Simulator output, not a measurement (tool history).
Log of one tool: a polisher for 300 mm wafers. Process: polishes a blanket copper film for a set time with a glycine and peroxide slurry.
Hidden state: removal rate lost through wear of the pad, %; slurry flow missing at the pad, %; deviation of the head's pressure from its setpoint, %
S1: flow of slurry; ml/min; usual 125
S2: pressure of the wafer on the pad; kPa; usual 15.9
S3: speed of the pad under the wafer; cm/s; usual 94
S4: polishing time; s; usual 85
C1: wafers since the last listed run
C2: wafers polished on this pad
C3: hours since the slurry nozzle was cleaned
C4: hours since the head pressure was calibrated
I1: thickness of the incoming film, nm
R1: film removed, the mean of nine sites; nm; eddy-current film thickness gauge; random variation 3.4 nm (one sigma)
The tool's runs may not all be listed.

run	hour	S1	S2	S3	S4	C1	C2	C3	C4	I1	R1
1	0.0	125	15.9	94	85	0	960	371.1	658.3	2062.0	404.0
2	70.8	125	15.9	94	85	730	1691	441.9	729.1	2060.5	404.9
# hour 114.4: worn pad replaced by a new one
3	122.1	125	15.9	94	85	487	79	493.2	780.4	2081.3	402.5
4	167.2	125	11.7	94	85	465	544	538.3	825.5	2093.9	322.1
# hour 177.1: slurry nozzle cleaned
5	235.8	125	11.7	94	85	697	1241	58.7	894.1	2087.3	319.7
6	307.5	125	11.7	94	85	739	1981	130.4	965.8	2101.6	323.6
# hour 328.8: worn pad replaced by a new one
7	348.0	125	15.9	94	85	376	198	170.9	1006.3	2081.8	399.5
8	429.4	125	15.9	94	85	839	1037	252.3	1087.7	2083.9	404.8
# hour 494.3: worn pad replaced by a new one
9	499.9	125	15.9	94	85	685	57	322.8	1158.2	2099.5	405.8
10	556.2	110	17.2	94	63	580	638	379.1	1214.5	2068.7	313.0
11	620.1	125	15.9	94	85	659	1297	443.0	1278.4	2091.6	407.1
# hour 634.5: head pressure recalibrated
# hour 684.4: worn pad replaced by a new one
12	689.7	105	10.3	76	61	656	54	512.6	55.2	2053.7	180.4
# hour 717.4: slurry nozzle cleaned
13	735.7	125	13.1	94	64	464	519	18.3	101.2	2108.6	261.5
14	789.9	125	20.0	112	85	559	1078	72.5	155.4	2050.1	550.3
15	836.8	140	20.0	94	96	483	1561	119.4	202.3	2079.3	559.3
# hour 900.0: worn pad replaced by a new one
16	903.0	115	15.9	64	97	641	31	185.6	268.5	2059.6	357.6
17	964.6	150	20.7	94	85	635	666	247.2	330.1	2112.5	512.8

The tool's hidden state at each run:
removal rate lost through wear of the pad, %: 0 in every run
slurry flow missing at the pad, %: 0 in every run
deviation of the head's pressure from its setpoint, %: 0 in every run
